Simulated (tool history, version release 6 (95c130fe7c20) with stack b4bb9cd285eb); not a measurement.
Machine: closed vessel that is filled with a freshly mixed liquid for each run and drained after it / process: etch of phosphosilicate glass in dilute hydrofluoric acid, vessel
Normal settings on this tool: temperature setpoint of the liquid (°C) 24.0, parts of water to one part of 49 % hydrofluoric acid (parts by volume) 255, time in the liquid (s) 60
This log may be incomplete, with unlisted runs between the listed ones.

run	hour	temperature setpoint of the liquid (°C)	parts of water to one part of 49 % hydrofluoric acid (parts by volume)	time in the liquid (s)	wafers since the last listed run	hours since the thermometer was replaced	hours since the hydrofluoric acid flow meter was replaced	hours since the gauge calibration	read-back film thickness of the phosphosilicate glass reference wafer, read on the same gauge (nm)	thickness taken off the phosphosilicate glass on a monitor wafer (angstrom)
1	0.0	24.0	285	60	0	1354.9	2071.3	374.9	49.96	234.2
2	59.8	24.0	285	60	6329	1414.7	2131.1	434.7	50.01	234.2
3	84.9	24.0	155	40	2656	1439.8	2156.2	459.8	50.00	326.1
4	123.1	24.0	155	40	4043	1478.0	2194.4	498.0	49.98	328.2
5	151.2	20.5	255	60	2974	1506.1	2222.5	526.1	50.01	239.5
6	183.2	20.5	255	60	3386	1538.1	2254.5	558.1	49.98	236.3
7	235.7	24.0	255	60	5556	1590.6	2307.0	610.6	50.00	270.6
8	287.9	23.0	255	60	5524	1642.8	2359.2	662.8	50.00	260.8
# hour 316.7: hydrofluoric acid flow meter replaced
9	335.7	23.0	255	60	4953	1690.6	19.0	710.6	49.96	244.5
10	388.0	24.0	255	60	5535	1742.9	71.3	762.9	49.98	252.3
11	435.6	24.0	255	60	5038	1790.5	118.9	810.5	50.01	252.5
12	493.1	24.0	255	60	6085	1848.0	176.4	868.0	50.00	254.9
# hour 530.0: gauge calibrated
13	553.9	24.0	255	60	6435	1908.8	237.2	23.9	50.02	255.7
14	592.8	29.0	330	60	4117	1947.7	276.1	62.8	50.01	214.2
15	618.4	27.5	305	95	2709	1973.3	301.7	88.4	49.97	358.3
16	684.4	28.0	360	30	6985	2039.3	367.7	154.4	50.00	93.0
17	735.3	22.0	255	85	5387	2090.2	418.6	205.3	49.93	337.7
# hour 738.1: thermometer replaced
18	759.6	22.5	160	40	2466	21.5	442.9	229.6	50.01	286.0
19	803.5	24.0	255	60	4646	65.4	486.8	273.5	49.97	255.9
20	871.8	24.0	255	80	7228	133.7	555.1	341.8	49.98	340.4
21	916.9	21.0	330	60	4773	178.8	600.2	386.9	50.00	167.8
22	977.2	24.0	255	85	6382	239.1	660.5	447.2	50.03	361.8
23	1036.1	24.0	255	60	6233	298.0	719.4	506.1	50.03	258.3

Run 24 has not been measured yet. What should we expect?
24	1077.1	24.0	255	50	4339	339.0	760.4	547.1	?	?

read-back film thickness of the phosphosilicate glass reference wafer, read on the same gauge (nm): 50.03
thickness taken off the phosphosilicate glass on a monitor wafer (angstrom): 214.6
Without the tool's hidden state the same run would have given thickness taken off the phosphosilicate glass on a monitor wafer (angstrom) 209.6.

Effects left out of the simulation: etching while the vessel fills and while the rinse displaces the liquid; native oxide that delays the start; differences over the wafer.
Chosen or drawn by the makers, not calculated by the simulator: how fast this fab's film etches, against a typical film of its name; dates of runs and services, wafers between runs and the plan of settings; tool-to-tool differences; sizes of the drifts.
